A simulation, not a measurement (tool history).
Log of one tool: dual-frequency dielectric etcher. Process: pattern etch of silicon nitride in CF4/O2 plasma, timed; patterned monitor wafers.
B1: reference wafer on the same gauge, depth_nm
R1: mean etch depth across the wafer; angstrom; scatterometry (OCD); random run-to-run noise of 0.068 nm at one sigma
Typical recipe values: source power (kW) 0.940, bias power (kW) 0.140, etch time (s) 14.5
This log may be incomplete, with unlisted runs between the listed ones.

run 1 hour=0.0 | source_power_(kW)=0.940 bias_power_(kW)=0.140 etch_time_(s)=14.5 | B1=50.70 | R1=431.4
run 2 hour=9.2 | source_power_(kW)=0.940 bias_power_(kW)=0.140 etch_time_(s)=14.5 | B1=50.69 | R1=431.1
run 3 hour=22.8 | source_power_(kW)=0.940 bias_power_(kW)=0.140 etch_time_(s)=14.5 | B1=50.70 | R1=429.5
run 4 hour=33.4 | source_power_(kW)=0.940 bias_power_(kW)=0.140 etch_time_(s)=14.5 | B1=50.70 | R1=429.8
run 5 hour=49.3 | source_power_(kW)=0.940 bias_power_(kW)=0.140 etch_time_(s)=14.5 | B1=50.71 | R1=427.9
run 6 hour=58.8 | source_power_(kW)=0.940 bias_power_(kW)=0.140 etch_time_(s)=14.5 | B1=50.70 | R1=428.6
run 7 hour=68.9 | source_power_(kW)=0.940 bias_power_(kW)=0.114 etch_time_(s)=14.5 | B1=50.70 | R1=388.7
run 8 hour=80.4 | source_power_(kW)=0.940 bias_power_(kW)=0.114 etch_time_(s)=14.5 | B1=50.71 | R1=387.5
run 9 hour=96.4 | source_power_(kW)=0.940 bias_power_(kW)=0.140 etch_time_(s)=14.5 | B1=50.70 | R1=428.0
run 10 hour=105.5 | source_power_(kW)=0.870 bias_power_(kW)=0.140 etch_time_(s)=14.5 | B1=50.72 | R1=394.2
run 11 hour=122.2 | source_power_(kW)=0.870 bias_power_(kW)=0.140 etch_time_(s)=14.5 | B1=50.70 | R1=392.7
-- hour=146.5 upper electrode replaced
run 12 hour=147.0 | source_power_(kW)=0.870 bias_power_(kW)=0.140 etch_time_(s)=14.5 | B1=50.70 | R1=391.6
run 13 hour=158.9 | source_power_(kW)=1.030 bias_power_(kW)=0.140 etch_time_(s)=14.5 | B1=50.71 | R1=469.5
run 14 hour=176.8 | source_power_(kW)=1.030 bias_power_(kW)=0.140 etch_time_(s)=14.5 | B1=50.67 | R1=468.8
-- hour=190.1 gauge calibrated
-- hour=204.9 source power generator calibrated
-- hour=209.9 wet clean of the chamber
run 15 hour=210.4 | source_power_(kW)=1.030 bias_power_(kW)=0.140 etch_time_(s)=14.5 | B1=50.68 | R1=496.1
run 16 hour=210.8 | source_power_(kW)=0.940 bias_power_(kW)=0.140 etch_time_(s)=11.5 | B1=50.70 | R1=356.6
run 17 hour=211.1 | source_power_(kW)=1.070 bias_power_(kW)=0.118 etch_time_(s)=12.5 | B1=50.71 | R1=409.8
run 18 hour=222.8 | source_power_(kW)=1.000 bias_power_(kW)=0.165 etch_time_(s)=14.5 | B1=50.69 | R1=518.1
run 19 hour=233.2 | source_power_(kW)=0.940 bias_power_(kW)=0.140 etch_time_(s)=14.5 | B1=50.72 | R1=449.7
-- hour=237.7 bias power generator calibrated
run 20 hour=245.9 | source_power_(kW)=0.940 bias_power_(kW)=0.140 etch_time_(s)=16.0 | B1=50.69 | R1=496.4
run 21 hour=259.3 | source_power_(kW)=1.080 bias_power_(kW)=0.140 etch_time_(s)=14.5 | B1=50.70 | R1=518.4
run 22 hour=275.1 | source_power_(kW)=1.030 bias_power_(kW)=0.140 etch_time_(s)=14.5 | B1=50.70 | R1=493.6
run 23 hour=283.3 | source_power_(kW)=0.940 bias_power_(kW)=0.159 etch_time_(s)=14.5 | B1=50.70 | R1=475.7
run 24 hour=297.4 | source_power_(kW)=0.870 bias_power_(kW)=0.140 etch_time_(s)=14.5 | B1=50.70 | R1=411.9
run 25 hour=306.2 | source_power_(kW)=1.010 bias_power_(kW)=0.164 etch_time_(s)=19.0 | B1=50.70 | R1=683.0
run 26 hour=315.6 | source_power_(kW)=0.750 bias_power_(kW)=0.157 etch_time_(s)=16.0 | B1=50.68 | R1=408.2
run 27 hour=326.2 | source_power_(kW)=0.760 bias_power_(kW)=0.118 etch_time_(s)=12.0 | B1=50.70 | R1=269.9
run 28 hour=364.9 | source_power_(kW)=1.170 bias_power_(kW)=0.122 etch_time_(s)=13.0 | B1=50.71 | R1=471.1
run 29 hour=379.7 | source_power_(kW)=0.940 bias_power_(kW)=0.140 etch_time_(s)=14.5 | B1=50.71 | R1=445.3
run 30 hour=391.0 | source_power_(kW)=0.870 bias_power_(kW)=0.112 etch_time_(s)=10.0 | B1=50.70 | R1=254.1
run 31 hour=400.6 | source_power_(kW)=0.940 bias_power_(kW)=0.165 etch_time_(s)=14.5 | B1=50.70 | R1=481.6

3 options for the next run, each taken on its own from the tool as it stands now. Forecast them:
run A hour=401.0 | source_power_(kW)=0.940 bias_power_(kW)=0.140 etch_time_(s)=14.5 | B1=? | R1=?
run B hour=401.0 | source_power_(kW)=0.730 bias_power_(kW)=0.167 etch_time_(s)=14.5 | B1=? | R1=?
run C hour=401.0 | source_power_(kW)=0.940 bias_power_(kW)=0.140 etch_time_(s)=16.5 | B1=? | R1=?

run=A B1=50.69 R1=446.2
run=B B1=50.69 R1=369.0
run=C B1=50.69 R1=507.7
Without the tool's hidden state the same runs would have given:
run=A R1=454.0
run=B R1=375.5
run=C R1=516.6

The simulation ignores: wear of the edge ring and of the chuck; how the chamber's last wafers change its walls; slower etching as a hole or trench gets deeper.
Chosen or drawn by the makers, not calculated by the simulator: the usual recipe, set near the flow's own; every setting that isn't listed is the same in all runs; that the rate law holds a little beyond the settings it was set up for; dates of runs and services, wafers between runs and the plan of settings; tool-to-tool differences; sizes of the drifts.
